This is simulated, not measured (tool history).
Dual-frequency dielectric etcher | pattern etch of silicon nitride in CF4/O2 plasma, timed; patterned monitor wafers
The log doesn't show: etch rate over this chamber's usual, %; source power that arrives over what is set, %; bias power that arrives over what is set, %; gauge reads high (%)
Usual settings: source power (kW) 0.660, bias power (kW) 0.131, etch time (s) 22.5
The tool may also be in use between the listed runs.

| run | hour | source power (kW) | bias power (kW) | etch time (s) | wafers since the last listed run | hours since the last wet clean | hours since the last source power generator calibration | hours since the last bias power generator calibration | hours since the last upper electrode change | hours since the gauge calibration | read-back reference wafer on the same gauge, depth_nm | mean etch depth across the wafer (angstrom) |
|---|---|---|---|---|---|---|---|---|---|---|---|---|
| 1 | 0.0 | 0.660 | 0.131 | 22.5 | 0 | 75.6 | 1440.0 | 1849.7 | 5466.4 | 22.4 | 62.1 | 594 |
| 2 | 16.1 | 0.660 | 0.131 | 22.5 | 210 | 91.7 | 1456.1 | 1865.8 | 5482.5 | 38.5 | 62.5 | 583 |
| 3 | 45.5 | 0.700 | 0.131 | 22.5 | 385 | 121.1 | 1485.5 | 1895.2 | 5511.9 | 67.9 | 62.3 | 614 |
| 4 | 78.5 | 0.660 | 0.149 | 20.5 | 432 | 154.1 | 1518.5 | 1928.2 | 5544.9 | 100.9 | 62.2 | 549 |
| 5 | 94.4 | 0.660 | 0.131 | 24.5 | 208 | 170.0 | 1534.4 | 1944.1 | 5560.8 | 116.8 | 62.5 | 643 |
| 6 | 115.1 | 0.660 | 0.131 | 26.0 | 271 | 190.7 | 1555.1 | 1964.8 | 5581.5 | 137.5 | 62.5 | 685 |
|  | 141.6 | upper electrode replaced, of another model than before |
| 7 | 207.4 | 0.540 | 0.118 | 20.5 | 894 | 283.0 | 1647.4 | 2057.1 | 65.8 | 229.8 | 62.5 | 373 |
| 8 | 243.4 | 0.660 | 0.111 | 22.5 | 471 | 319.0 | 1683.4 | 2093.1 | 101.8 | 265.8 | 62.1 | 556 |
| 9 | 277.8 | 0.660 | 0.147 | 29.0 | 450 | 353.4 | 1717.8 | 2127.5 | 136.2 | 300.2 | 62.3 | 812 |
| 10 | 297.3 | 0.660 | 0.131 | 22.5 | 255 | 372.9 | 1737.3 | 2147.0 | 155.7 | 319.7 | 62.3 | 598 |
| 11 | 358.5 | 0.770 | 0.153 | 29.5 | 801 | 434.1 | 1798.5 | 2208.2 | 216.9 | 380.9 | 62.1 | 1052 |
| 12 | 371.0 | 0.770 | 0.131 | 25.0 | 163 | 446.6 | 1811.0 | 2220.7 | 229.4 | 393.4 | 62.4 | 837 |
| 13 | 397.5 | 0.500 | 0.153 | 22.5 | 347 | 473.1 | 1837.5 | 2247.2 | 255.9 | 419.9 | 62.2 | 401 |
| 14 | 420.1 | 0.660 | 0.119 | 22.5 | 296 | 495.7 | 1860.1 | 2269.8 | 278.5 | 442.5 | 62.3 | 581 |
|  | 452.4 | source power generator calibrated |
| 15 | 453.0 | 0.540 | 0.103 | 15.5 | 378 | 528.6 | 0.6 | 2302.7 | 311.4 | 475.4 | 62.5 | 273 |
| 16 | 483.9 | 0.730 | 0.118 | 22.5 | 404 | 559.5 | 31.5 | 2333.6 | 342.3 | 506.3 | 62.5 | 675 |
| 17 | 497.2 | 0.730 | 0.118 | 22.5 | 174 | 572.8 | 44.8 | 2346.9 | 355.6 | 519.6 | 62.4 | 675 |
|  | 522.5 | wet clean of the chamber |
| 18 | 523.0 | 0.660 | 0.131 | 16.5 | 23 | 0.5 | 70.6 | 2372.7 | 381.4 | 545.4 | 62.4 | 425 |
|  | 540.7 | bias power generator calibrated |
| 19 | 542.4 | 0.540 | 0.114 | 20.5 | 201 | 19.9 | 90.0 | 1.7 | 400.8 | 564.8 | 62.3 | 359 |
| 20 | 567.2 | 0.560 | 0.112 | 24.5 | 324 | 44.7 | 114.8 | 26.5 | 425.6 | 589.6 | 62.4 | 455 |
| 21 | 590.6 | 0.740 | 0.162 | 27.0 | 306 | 68.1 | 138.2 | 49.9 | 449.0 | 613.0 | 62.4 | 918 |
| 22 | 612.8 | 0.540 | 0.131 | 17.0 | 290 | 90.3 | 160.4 | 72.1 | 471.2 | 635.2 | 62.3 | 324 |
| 23 | 644.6 | 0.710 | 0.131 | 22.5 | 416 | 122.1 | 192.2 | 103.9 | 503.0 | 667.0 | 62.3 | 659 |
| 24 | 665.1 | 0.660 | 0.131 | 22.5 | 268 | 142.6 | 212.7 | 124.4 | 523.5 | 687.5 | 62.2 | 587 |
| 25 | 748.5 | 0.560 | 0.156 | 15.5 | 1092 | 226.0 | 296.1 | 207.8 | 606.9 | 770.9 | 62.3 | 341 |
| 26 | 770.2 | 0.740 | 0.149 | 18.5 | 284 | 247.7 | 317.8 | 229.5 | 628.6 | 792.6 | 62.1 | 609 |
| 27 | 796.4 | 0.810 | 0.116 | 22.5 | 343 | 273.9 | 344.0 | 255.7 | 654.8 | 818.8 | 62.1 | 753 |
| 28 | 812.9 | 0.660 | 0.131 | 22.5 | 216 | 290.4 | 360.5 | 272.2 | 671.3 | 835.3 | 62.4 | 595 |
| 29 | 848.3 | 0.660 | 0.157 | 28.0 | 463 | 325.8 | 395.9 | 307.6 | 706.7 | 870.7 | 62.4 | 807 |

Forecast each of these 5 alternatives for the next run:
| A | 848.7 | 0.610 | 0.131 | 22.5 | 5 | 326.2 | 396.3 | 308.0 | 707.1 | 871.1 | ? | ? |
| B | 848.7 | 0.660 | 0.131 | 28.5 | 5 | 326.2 | 396.3 | 308.0 | 707.1 | 871.1 | ? | ? |
| C | 848.7 | 0.590 | 0.147 | 25.5 | 5 | 326.2 | 396.3 | 308.0 | 707.1 | 871.1 | ? | ? |
| D | 848.7 | 0.660 | 0.163 | 27.0 | 5 | 326.2 | 396.3 | 308.0 | 707.1 | 871.1 | ? | ? |
| E | 848.7 | 0.720 | 0.131 | 15.5 | 5 | 326.2 | 396.3 | 308.0 | 707.1 | 871.1 | ? | ? |

| run | read-back reference wafer on the same gauge, depth_nm | mean etch depth across the wafer (angstrom) |
|---|---|---|
| A | 62.3 | 532 |
| B | 62.3 | 761 |
| C | 62.3 | 600 |
| D | 62.3 | 793 |
| E | 62.3 | 470 |
Without the tool's hidden state the same runs would have given:
| run | mean etch depth across the wafer (angstrom) |
|---|---|
| A | 518 |
| B | 742 |
| C | 585 |
| D | 773 |
| E | 458 |
